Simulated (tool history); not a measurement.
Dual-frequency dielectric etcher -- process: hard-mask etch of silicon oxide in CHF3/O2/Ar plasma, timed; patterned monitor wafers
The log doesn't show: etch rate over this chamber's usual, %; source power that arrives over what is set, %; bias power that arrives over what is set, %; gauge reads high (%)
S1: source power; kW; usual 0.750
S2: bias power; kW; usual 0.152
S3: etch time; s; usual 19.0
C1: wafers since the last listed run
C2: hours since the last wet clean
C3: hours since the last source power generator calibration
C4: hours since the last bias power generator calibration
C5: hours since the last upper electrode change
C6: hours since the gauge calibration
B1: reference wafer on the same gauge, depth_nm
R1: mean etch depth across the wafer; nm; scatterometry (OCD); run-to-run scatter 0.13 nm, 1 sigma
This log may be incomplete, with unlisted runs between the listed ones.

run    hour     S1     S2    S3    C1     C2      C3      C4      C5      C6     B1     R1
  1     0.0  0.750  0.152  19.0     0  255.9  2110.4  1190.0  4258.6  1005.8  34.82  40.53
  2    64.6  0.800  0.152  19.0   672  320.5  2175.0  1254.6  4323.2  1070.4  34.80  41.98
  3    90.1  0.800  0.152  19.0   265  346.0  2200.5  1280.1  4348.7  1095.9  34.81  41.91
  4   155.2  0.800  0.152  19.0   677  411.1  2265.6  1345.2  4413.8  1161.0  34.82  41.70
      210.9  -- wet clean of the chamber
  5   211.4  0.600  0.152  19.0   334    0.5  2321.8  1401.4  4470.0  1217.2  34.80  35.75
  6   242.6  0.600  0.152  19.0   324   31.7  2353.0  1432.6  4501.2  1248.4  34.80  35.78
  7   276.9  0.600  0.152  19.0   356   66.0  2387.3  1466.9  4535.5  1282.7  34.79  35.70
  8   440.0  0.750  0.152  19.0  1696  229.1  2550.4  1630.0  4698.6  1445.8  34.80  40.37
  9   552.6  0.750  0.152  19.0  1171  341.7  2663.0  1742.6  4811.2  1558.4  34.80  40.46
 10   587.4  0.750  0.152  15.5   362  376.5  2697.8  1777.4  4846.0  1593.2  34.81  33.20
 11   648.4  0.650  0.127  15.0   634  437.5  2758.8  1838.4  4907.0  1654.2  34.79  27.20
      688.2  -- wet clean of the chamber
 12   688.7  0.750  0.152  19.0   169    0.5  2799.1  1878.7  4947.3  1694.5  34.79  40.51
 13   710.3  0.750  0.152  19.0   224   22.1  2820.7  1900.3  4968.9  1716.1  34.83  40.54
      821.5  -- upper electrode replaced
 14   878.1  0.750  0.152  19.0  1496  189.9  2988.5  2068.1    56.6  1883.9  34.80  40.28
 15   920.3  0.750  0.152  19.0   439  232.1  3030.7  2110.3    98.8  1926.1  34.79  40.54
 16   965.6  0.630  0.130  14.0   471  277.4  3076.0  2155.6   144.1  1971.4  34.77  25.19
 17  1005.5  0.620  0.116  22.0   415  317.3  3115.9  2195.5   184.0  2011.3  34.80  37.11
 18  1052.4  0.690  0.133  14.5   487  364.2  3162.8  2242.4   230.9  2058.2  34.79  27.97
 19  1120.4  0.750  0.152  16.5   707  432.2  3230.8  2310.4   298.9  2126.2  34.81  35.45
     1184.2  -- wet clean of the chamber
 20  1184.7  0.680  0.129  15.5   419    0.5  3295.1  2374.7   363.2  2190.5  34.80  29.14
     1240.7  -- gauge calibrated
     1258.9  -- source power generator calibrated
     1334.9  -- bias power generator calibrated
 21  1389.1  0.660  0.117  17.0  2043  204.9   130.2    54.2   567.6   148.4  34.79  29.40
 22  1450.7  0.750  0.125  21.0   640  266.5   191.8   115.8   629.2   210.0  34.80  40.31
 23  1518.3  0.840  0.168  24.0   703  334.1   259.4   183.4   696.8   277.6  34.79  55.99
 24  1546.2  0.810  0.176  19.0   290  362.0   287.3   211.3   724.7   305.5  34.83  44.57
 25  1617.2  0.620  0.189  22.0   738  433.0   358.3   282.3   795.7   376.5  34.78  46.00
     1671.6  -- wet clean of the chamber
 26  1682.8  0.750  0.152  19.0   432   11.2   423.9   347.9   861.3   442.1  34.79  40.18
 27  1729.2  0.750  0.152  19.0   482   57.6   470.3   394.3   907.7   488.5  34.78  39.84
 28  1756.5  0.750  0.152  19.0   284   84.9   497.6   421.6   935.0   515.8  34.80  40.33
 29  1810.0  0.750  0.152  19.0   556  138.4   551.1   475.1   988.5   569.3  34.81  40.04
 30  1854.3  0.880  0.152  21.5   460  182.7   595.4   519.4  1032.8   613.6  34.81  49.26

Table of differences, measured result less the result of that run with no hidden state. Run-to-run variation is the same in both. Gauge scatter possibly is not:
run     R1
  1  +0.72
  2  +0.76
  3  +0.77
  4  +0.78
  5  +0.70
  6  +0.71
  7  +0.71
  8  +0.82
  9  +0.84
 10  +0.70
 11  +0.55
 12  +0.85
 13  +0.86
 14  +0.87
 15  +0.88
 16  +0.53
 17  +0.76
 18  +0.59
 19  +0.79
 20  +0.62
 21  +0.09
 22  +0.17
 23  +0.35
 24  +0.31
 25  +0.40
 26  +0.37
 27  +0.40
 28  +0.42
 29  +0.45
 30  +0.58

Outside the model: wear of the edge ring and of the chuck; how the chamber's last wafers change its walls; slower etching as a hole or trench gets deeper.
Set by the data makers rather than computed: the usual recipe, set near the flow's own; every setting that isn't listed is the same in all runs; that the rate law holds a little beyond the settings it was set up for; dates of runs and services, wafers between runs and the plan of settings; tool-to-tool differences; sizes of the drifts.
